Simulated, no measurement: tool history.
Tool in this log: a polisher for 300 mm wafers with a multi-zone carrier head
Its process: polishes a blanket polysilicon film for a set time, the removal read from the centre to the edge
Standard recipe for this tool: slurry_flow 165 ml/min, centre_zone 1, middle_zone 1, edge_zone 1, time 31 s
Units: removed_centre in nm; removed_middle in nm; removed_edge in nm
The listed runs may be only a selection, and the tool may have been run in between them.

run,hour,slurry_flow,centre_zone,middle_zone,edge_zone,time,"incoming thickness of the incoming film, nm",removed_centre,removed_middle,removed_edge
1,0,165,1,1,1,37,1782.8,165.2,162.1,160.9
2,91.1,165,1,1,1,31,1791.9,148.2,133.9,134
# hour 110.2: slurry nozzle cleaned
3,139.8,165,1,1,1,31,1751.4,142.6,135.8,132.7
4,289.4,200,1,0.92,1,31,1785.5,154.2,131.2,137.6
# hour 302.4: worn pad replaced by a new one
5,332.6,200,1,0.92,1,31,1768.5,149.4,129.6,138.3
6,431.9,200,1,0.92,1,31,1770.2,152.3,132.7,133.5
7,512.1,165,1,1,0.96,31,1783.5,148.2,134.1,133.3
# hour 528.5: centre zone pressure recalibrated
8,615.6,165,1,0.97,1,31,1767,141.8,132.2,132.3
# hour 618: slurry nozzle cleaned
# hour 692.8: worn pad replaced by a new one
9,709,190,1,1,1,31,1777.6,151.2,140.7,137.1
# hour 754.2: carrier head's membrane replaced by a new one
# hour 764.4: edge zone pressure recalibrated
10,797.4,165,1,1,1,31,1783.5,146.7,134.4,133.2
11,838.3,165,1,1,1,31,1775.3,149.2,135,134.1
12,898,220,1.09,1,1,38,1784.7,212.3,170.7,170.1
13,943.1,165,1,1,1,31,1750.4,146.4,135.1,132
14,1010.2,165,1,1,1,31,1799.5,149.5,136.3,134.8
# hour 1033.4: worn pad replaced by a new one
15,1095.4,165,1,0.88,0.93,31,1774.6,152.6,123.2,129.7
# hour 1174.1: slurry nozzle cleaned
# hour 1179: centre zone pressure recalibrated
16,1196.9,165,1,1,1.12,31,1763.5,138.9,133.5,140.1
17,1243.9,190,1,1,1,31,1800.4,144.9,137.1,136.8
18,1336.2,165,1,1,1,31,1807.4,142.6,135.5,135.9
# hour 1368.2: worn pad replaced by a new one
19,1444.2,165,1,0.94,1,31,1765.3,147,127.3,135.3
20,1502,165,0.95,1,1,31,1753.3,139.8,136.7,131.2
21,1584.1,150,0.9,1,1,23,1777.1,98.6,98.3,99

For run 22, what comes out?
22,1664.7,130,1,1,1,31,1755.3,?,?,?

Run 22 came out at removed_centre 140.8 nm, removed_middle 128.4 nm, removed_edge 126.3 nm.
Had the tool carried no hidden state, the very same run would have given removed_centre 129.7 nm, removed_middle 128.5 nm, removed_edge 126.3 nm.
